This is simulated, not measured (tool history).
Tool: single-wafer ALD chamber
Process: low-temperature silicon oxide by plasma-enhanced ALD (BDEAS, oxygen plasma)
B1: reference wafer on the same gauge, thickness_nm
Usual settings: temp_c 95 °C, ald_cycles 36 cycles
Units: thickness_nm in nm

Run 1, hour 0: usual settings; B1 6.525. Result: thickness_nm 5.641 nm.
Run 2, hour 14.6: usual settings; B1 6.519. Result: thickness_nm 5.643 nm.
Run 3, hour 30.2: usual settings; B1 6.52. Result: thickness_nm 5.633 nm.
Run 4, hour 58: usual settings; B1 6.502. Result: thickness_nm 5.637 nm.
Run 5, hour 74.7: usual settings; B1 6.504. Result: thickness_nm 5.617 nm.
Run 6, hour 92.2: usual settings; B1 6.503. Result: thickness_nm 5.615 nm.
Run 7, hour 110.1: usual settings; B1 6.494. Result: thickness_nm 5.613 nm.
Run 8, hour 137.4: usual settings; B1 6.489. Result: thickness_nm 5.605 nm.
At hour 150.5: gauge calibrated.
Run 9, hour 154.7: usual settings; B1 6.567. Result: thickness_nm 5.695 nm.
At hour 163.3: thermocouple changed; heater temperature recalibrated.
Run 10, hour 168.9: usual settings; B1 6.563. Result: thickness_nm 5.661 nm.
Run 11, hour 185.5: usual settings but temp_c 101 °C, ald_cycles 41 cycles; B1 6.556. Result: thickness_nm 6.342 nm.
Run 12, hour 219.4: usual settings but ald_cycles 43 cycles; B1 6.549. Result: thickness_nm 6.778 nm.
Run 13, hour 249.9: usual settings but temp_c 85 °C, ald_cycles 31 cycles; B1 6.548. Result: thickness_nm 5.069 nm.
Run 14, hour 266.3: usual settings; B1 6.548. Result: thickness_nm 5.676 nm.
Run 15, hour 292.8: usual settings but temp_c 101 °C, ald_cycles 40 cycles; B1 6.529. Result: thickness_nm 6.149 nm.
Run 16, hour 312.4: usual settings but temp_c 101 °C; B1 6.527. Result: thickness_nm 5.534 nm.
Run 17, hour 341.4: usual settings but temp_c 101 °C, ald_cycles 41 cycles; B1 6.522. Result: thickness_nm 6.289 nm.
Run 18, hour 357: usual settings; B1 6.52. Result: thickness_nm 5.616 nm.
Run 19, hour 385.8: usual settings but temp_c 103 °C, ald_cycles 31 cycles; B1 6.511. Result: thickness_nm 4.718 nm.
Run 20, hour 415: usual settings but temp_c 82 °C, ald_cycles 30 cycles; B1 6.494. Result: thickness_nm 4.929 nm.
Run 21, hour 447.7: usual settings but temp_c 105 °C, ald_cycles 31 cycles; B1 6.495. Result: thickness_nm 4.694 nm.

3 ways to go on from here, each from the tool as it stands after run 21. What would each give?
Run A, hour 448.2: usual settings; B1 ?. Result: thickness_nm ?.
Run B, hour 448.2: usual settings but temp_c 90 °C; B1 ?. Result: thickness_nm ?.
Run C, hour 448.2: usual settings but temp_c 82 °C, ald_cycles 39 cycles; B1 ?. Result: thickness_nm ?.

run    B1  thickness_nm
  A  6.49         5.615
  B  6.49         5.728
  C  6.49         6.402
Without the tool's hidden state the same runs would have given:
run  thickness_nm
  A         5.689
  B         5.804
  C         6.487
